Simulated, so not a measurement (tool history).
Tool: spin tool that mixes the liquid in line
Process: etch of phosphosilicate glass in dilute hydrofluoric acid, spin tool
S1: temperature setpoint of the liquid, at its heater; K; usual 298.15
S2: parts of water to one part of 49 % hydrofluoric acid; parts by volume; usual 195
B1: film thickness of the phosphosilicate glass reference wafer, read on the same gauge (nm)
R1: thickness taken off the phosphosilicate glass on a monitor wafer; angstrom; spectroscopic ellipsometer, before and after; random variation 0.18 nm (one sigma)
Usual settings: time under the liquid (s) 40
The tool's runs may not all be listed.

Run 1, hour 0.0: usual settings; B1 50.00. Result: R1 194.1 angstrom.
Run 2, hour 30.9: usual settings but S2 230 parts by volume, time under the liquid (s) 35; B1 50.01. Result: R1 138.9 angstrom.
Run 3, hour 55.0: usual settings but S2 230 parts by volume, time under the liquid (s) 35; B1 49.97. Result: R1 140.2 angstrom.
Run 4, hour 76.7: usual settings but S2 230 parts by volume, time under the liquid (s) 35; B1 50.01. Result: R1 138.9 angstrom.
Run 5, hour 92.1: usual settings but S2 245 parts by volume, time under the liquid (s) 25; B1 49.99. Result: R1 91.8 angstrom.
Run 6, hour 116.3: usual settings but S2 245 parts by volume, time under the liquid (s) 25; B1 50.03. Result: R1 90.4 angstrom.
Run 7, hour 130.7: usual settings but S2 275 parts by volume, time under the liquid (s) 25; B1 50.00. Result: R1 78.4 angstrom.
Run 8, hour 142.9: usual settings but S2 275 parts by volume, time under the liquid (s) 25; B1 49.99. Result: R1 79.3 angstrom.
Run 9, hour 174.0: usual settings but S2 275 parts by volume, time under the liquid (s) 25; B1 49.98. Result: R1 78.4 angstrom.
Run 10, hour 194.3: usual settings; B1 50.00. Result: R1 194.4 angstrom.
Run 11, hour 208.4: usual settings but S1 295.15 K, time under the liquid (s) 25; B1 50.00. Result: R1 110.5 angstrom.
At hour 222.8: gauge calibrated.
Run 12, hour 228.5: usual settings but S1 296.65 K, S2 155 parts by volume, time under the liquid (s) 35; B1 50.00. Result: R1 211.0 angstrom.
Run 13, hour 251.8: usual settings; B1 50.00. Result: R1 195.0 angstrom.
Run 14, hour 273.4: usual settings but S2 250 parts by volume, time under the liquid (s) 30; B1 50.01. Result: R1 107.5 angstrom.
Run 15, hour 312.9: usual settings but S1 300.15 K, S2 145 parts by volume, time under the liquid (s) 55; B1 49.99. Result: R1 413.5 angstrom.
At hour 348.0: hydrofluoric acid flow meter replaced.
Run 16, hour 400.4: usual settings but S1 293.15 K, S2 165 parts by volume, time under the liquid (s) 55; B1 49.99. Result: R1 241.2 angstrom.
Run 17, hour 427.1: usual settings but S1 302.15 K, S2 265 parts by volume, time under the liquid (s) 60; B1 50.00. Result: R1 201.8 angstrom.
At hour 429.6: hydrofluoric acid flow meter replaced, repeated, since the last time left the tool worse.
At hour 430.5: thermometer replaced.
Run 18, hour 462.8: usual settings but S2 245 parts by volume, time under the liquid (s) 25; B1 50.02. Result: R1 99.2 angstrom.
Run 19, hour 490.5: usual settings but S1 294.65 K, S2 230 parts by volume; B1 50.03. Result: R1 152.1 angstrom.
Run 20, hour 517.3: usual settings but S1 294.65 K, time under the liquid (s) 60; B1 50.02. Result: R1 275.3 angstrom.
Run 21, hour 531.3: usual settings; B1 50.00. Result: R1 209.6 angstrom.
Run 22, hour 549.9: usual settings; B1 49.99. Result: R1 209.7 angstrom.
Run 23, hour 576.4: usual settings but S1 294.65 K, time under the liquid (s) 20; B1 49.99. Result: R1 91.5 angstrom.

Forecast each of these 3 alternatives for the next run:
Run A, hour 576.8: usual settings; B1 ?. Result: R1 ?.
Run B, hour 576.8: usual settings but S1 293.65 K, time under the liquid (s) 50; B1 ?. Result: R1 ?.
Run C, hour 576.8: usual settings but S1 296.65 K; B1 ?. Result: R1 ?.

run     B1     R1
  A  50.00  208.2
  B  50.00  219.8
  C  50.00  197.0
Without the tool's hidden state the same runs would have given:
run     R1
  A  213.1
  B  224.9
  C  201.6
